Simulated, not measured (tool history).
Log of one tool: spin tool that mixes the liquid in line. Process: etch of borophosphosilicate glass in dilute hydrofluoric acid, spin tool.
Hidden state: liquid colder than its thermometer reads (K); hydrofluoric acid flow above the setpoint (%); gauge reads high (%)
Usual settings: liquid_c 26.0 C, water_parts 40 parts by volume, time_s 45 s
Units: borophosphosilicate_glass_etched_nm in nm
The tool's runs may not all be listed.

| run | hour | liquid_c | water_parts | time_s | wafers since the last listed run | hours since the thermometer was replaced | hours since the hydrofluoric acid flow meter was replaced | hours since the gauge calibration | read-back film thickness of the borophosphosilicate glass reference wafer, read on the same gauge (nm) | borophosphosilicate_glass_etched_nm |
|---|---|---|---|---|---|---|---|---|---|---|
| 1 | 0.0 | 26.0 | 40 | 45 | 0 | 2566.8 | 528.7 | 246.3 | 80.00 | 52.21 |
| 2 | 10.6 | 26.0 | 40 | 45 | 90 | 2577.4 | 539.3 | 256.9 | 80.00 | 52.62 |
| 3 | 18.3 | 26.0 | 40 | 45 | 65 | 2585.1 | 547.0 | 264.6 | 80.02 | 52.92 |
| 4 | 28.7 | 26.0 | 40 | 45 | 88 | 2595.5 | 557.4 | 275.0 | 79.99 | 52.46 |
| 5 | 46.3 | 26.0 | 40 | 45 | 150 | 2613.1 | 575.0 | 292.6 | 79.98 | 53.26 |
| 6 | 53.2 | 26.0 | 40 | 45 | 59 | 2620.0 | 581.9 | 299.5 | 79.99 | 52.33 |
| 7 | 64.5 | 26.0 | 40 | 45 | 96 | 2631.3 | 593.2 | 310.8 | 80.01 | 52.36 |
| 8 | 81.0 | 26.0 | 35 | 45 | 141 | 2647.8 | 609.7 | 327.3 | 79.99 | 61.04 |
| 9 | 96.1 | 26.0 | 35 | 45 | 129 | 2662.9 | 624.8 | 342.4 | 79.98 | 60.80 |
| 10 | 111.8 | 26.0 | 40 | 45 | 134 | 2678.6 | 640.5 | 358.1 | 79.99 | 53.06 |
| 11 | 119.9 | 26.0 | 40 | 45 | 69 | 2686.7 | 648.6 | 366.2 | 80.00 | 53.35 |
| 12 | 133.7 | 21.0 | 40 | 70 | 118 | 2700.5 | 662.4 | 380.0 | 80.02 | 67.34 |
|  | 148.1 | thermometer replaced |
| 13 | 150.4 | 29.0 | 40 | 45 | 134 | 2.3 | 679.1 | 396.7 | 80.01 | 60.59 |
|  | 158.6 | gauge calibrated |
| 14 | 176.6 | 26.0 | 40 | 65 | 224 | 28.5 | 705.3 | 18.0 | 79.99 | 76.24 |
| 15 | 190.8 | 21.5 | 40 | 45 | 121 | 42.7 | 719.5 | 32.2 | 80.01 | 43.61 |
| 16 | 222.0 | 26.0 | 40 | 45 | 266 | 73.9 | 750.7 | 63.4 | 80.01 | 53.97 |
| 17 | 238.1 | 31.0 | 40 | 45 | 137 | 90.0 | 766.8 | 79.5 | 80.00 | 65.22 |
|  | 249.9 | hydrofluoric acid flow meter replaced |
| 18 | 251.3 | 28.5 | 25 | 45 | 104 | 103.2 | 1.4 | 92.7 | 79.97 | 99.94 |
| 19 | 273.1 | 30.0 | 60 | 30 | 186 | 125.0 | 23.2 | 114.5 | 80.01 | 28.28 |
| 20 | 285.5 | 23.0 | 55 | 25 | 106 | 137.4 | 35.6 | 126.9 | 80.02 | 19.20 |
|  | 305.6 | hydrofluoric acid flow meter replaced, repeated, since the last time left the tool worse |
| 21 | 332.1 | 26.0 | 25 | 45 | 390 | 184.0 | 26.5 | 173.5 | 80.00 | 82.04 |
| 22 | 346.1 | 26.0 | 40 | 45 | 119 | 198.0 | 40.5 | 187.5 | 79.99 | 50.07 |
| 23 | 359.0 | 30.5 | 45 | 70 | 110 | 210.9 | 53.4 | 200.4 | 80.01 | 83.26 |

Hidden state at the last listed run before each entry between runs and at the first one after, where it differs:
Between runs 12 and 13: thermometer replaced (hour 148.1)
  hydrofluoric acid flow above the setpoint (%): 5.78 -> 5.93
  measured less the result without the state, borophosphosilicate_glass_etched_nm: +3.86 -> +3.59 nm
Between runs 13 and 14: gauge calibrated (hour 158.6)
  hydrofluoric acid flow above the setpoint (%): 5.93 -> 6.15
  measured less the result without the state, borophosphosilicate_glass_etched_nm: +3.59 -> +4.66 nm
Between runs 17 and 18: hydrofluoric acid flow meter replaced (hour 249.9)
  hydrofluoric acid flow above the setpoint (%): 6.67 -> 10.2
  measured less the result without the state, borophosphosilicate_glass_etched_nm: +4.32 -> +9.56 nm
Between runs 20 and 21: hydrofluoric acid flow meter replaced, repeated, since the last time left the tool worse (hour 305.6)
  hydrofluoric acid flow above the setpoint (%): 10.4 -> 0.278
  measured less the result without the state, borophosphosilicate_glass_etched_nm: +1.93 -> +0.23 nm

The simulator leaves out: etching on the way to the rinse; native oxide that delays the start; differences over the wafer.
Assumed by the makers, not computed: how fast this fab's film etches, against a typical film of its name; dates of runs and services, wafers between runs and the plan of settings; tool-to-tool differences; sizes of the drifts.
